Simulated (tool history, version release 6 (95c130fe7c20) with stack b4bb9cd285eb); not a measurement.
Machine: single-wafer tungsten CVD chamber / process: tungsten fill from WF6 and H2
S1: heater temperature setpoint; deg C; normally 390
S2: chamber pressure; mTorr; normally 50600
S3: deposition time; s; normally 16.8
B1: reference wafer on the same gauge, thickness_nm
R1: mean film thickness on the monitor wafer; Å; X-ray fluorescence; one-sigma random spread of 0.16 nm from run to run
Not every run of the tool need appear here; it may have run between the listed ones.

run 1 hour=0 | S1=390 S2=50600 S3=16.8 | B1=47.4 | R1=450.18
run 2 hour=8.7 | S1=390 S2=50600 S3=16.8 | B1=47.367 | R1=450.1
run 3 hour=17.5 | S1=390 S2=50600 S3=16.8 | B1=47.416 | R1=448.05
run 4 hour=24.3 | S1=390 S2=50600 S3=16.8 | B1=47.396 | R1=448.2
run 5 hour=31.6 | S1=390 S2=50600 S3=16.8 | B1=47.419 | R1=448.23
run 6 hour=40.2 | S1=390 S2=50600 S3=16.8 | B1=47.41 | R1=447.25
run 7 hour=56.2 | S1=390 S2=50600 S3=16.8 | B1=47.363 | R1=447.59
run 8 hour=73.5 | S1=390 S2=50600 S3=16.8 | B1=47.35 | R1=450.25
run 9 hour=88.2 | S1=390 S2=50600 S3=19.4 | B1=47.393 | R1=516.91
run 10 hour=98.5 | S1=390 S2=43300 S3=16.8 | B1=47.397 | R1=424.6
-- hour=112.9 thermocouple changed; heater temperature recalibrated
run 11 hour=113.4 | S1=390 S2=43300 S3=16.8 | B1=47.392 | R1=466.75
run 12 hour=113.8 | S1=390 S2=43300 S3=16.8 | B1=47.374 | R1=467.91
run 13 hour=125.2 | S1=401 S2=50600 S3=16.8 | B1=47.409 | R1=590.34
run 14 hour=134.6 | S1=401 S2=50600 S3=16.8 | B1=47.437 | R1=589.02
run 15 hour=149.4 | S1=401 S2=50600 S3=16.8 | B1=47.432 | R1=590.59
run 16 hour=156.4 | S1=390 S2=47300 S3=16.8 | B1=47.396 | R1=477.67
run 17 hour=165.4 | S1=379 S2=50600 S3=16.8 | B1=47.423 | R1=405.46
run 18 hour=173.4 | S1=390 S2=50600 S3=18.9 | B1=47.364 | R1=554.12
-- hour=184 capacitance manometer re-zeroed and calibrated
run 19 hour=184.4 | S1=390 S2=42300 S3=16.8 | B1=47.431 | R1=466.49
-- hour=204.5 showerhead replaced
run 20 hour=205 | S1=380 S2=55700 S3=16.8 | B1=47.378 | R1=426.57
run 21 hour=210.1 | S1=390 S2=55000 S3=18.5 | B1=47.43 | R1=557.29
run 22 hour=226.1 | S1=390 S2=59500 S3=17.8 | B1=47.439 | R1=548.54
-- hour=234.6 gauge calibrated
run 23 hour=235.9 | S1=381 S2=55200 S3=14 | B1=47.422 | R1=361.6
run 24 hour=251.5 | S1=394 S2=50600 S3=17.8 | B1=47.385 | R1=554.22
run 25 hour=265 | S1=405 S2=50600 S3=16.8 | B1=47.412 | R1=627.66
run 26 hour=277.5 | S1=390 S2=56900 S3=16.8 | B1=47.434 | R1=509.3
run 27 hour=284 | S1=401 S2=50600 S3=16.8 | B1=47.455 | R1=590.47
run 28 hour=296.9 | S1=401 S2=50600 S3=16.8 | B1=47.401 | R1=590.02
run 29 hour=334.2 | S1=390 S2=50600 S3=16.8 | B1=47.405 | R1=492.44
run 30 hour=344.6 | S1=390 S2=40900 S3=16.8 | B1=47.474 | R1=460.9
run 31 hour=351.1 | S1=400 S2=50600 S3=16.8 | B1=47.414 | R1=578.68
run 32 hour=357.5 | S1=377 S2=42100 S3=15.2 | B1=47.394 | R1=333.96

Alternative continuations, all from the tool just after run 32; predict every row:
run A hour=357.9 | S1=390 S2=50600 S3=15.9 | B1=? | R1=?
run B hour=357.9 | S1=390 S2=50600 S3=14.4 | B1=? | R1=?
run C hour=357.9 | S1=383 S2=50600 S3=16.8 | B1=? | R1=?

run=A B1=47.409 R1=464.67
run=B B1=47.409 R1=420.65
run=C B1=47.409 R1=434.84
What these runs would have given with no unlogged condition in the tool:
run=A R1=468.67
run=B R1=424.27
run=C R1=438.65
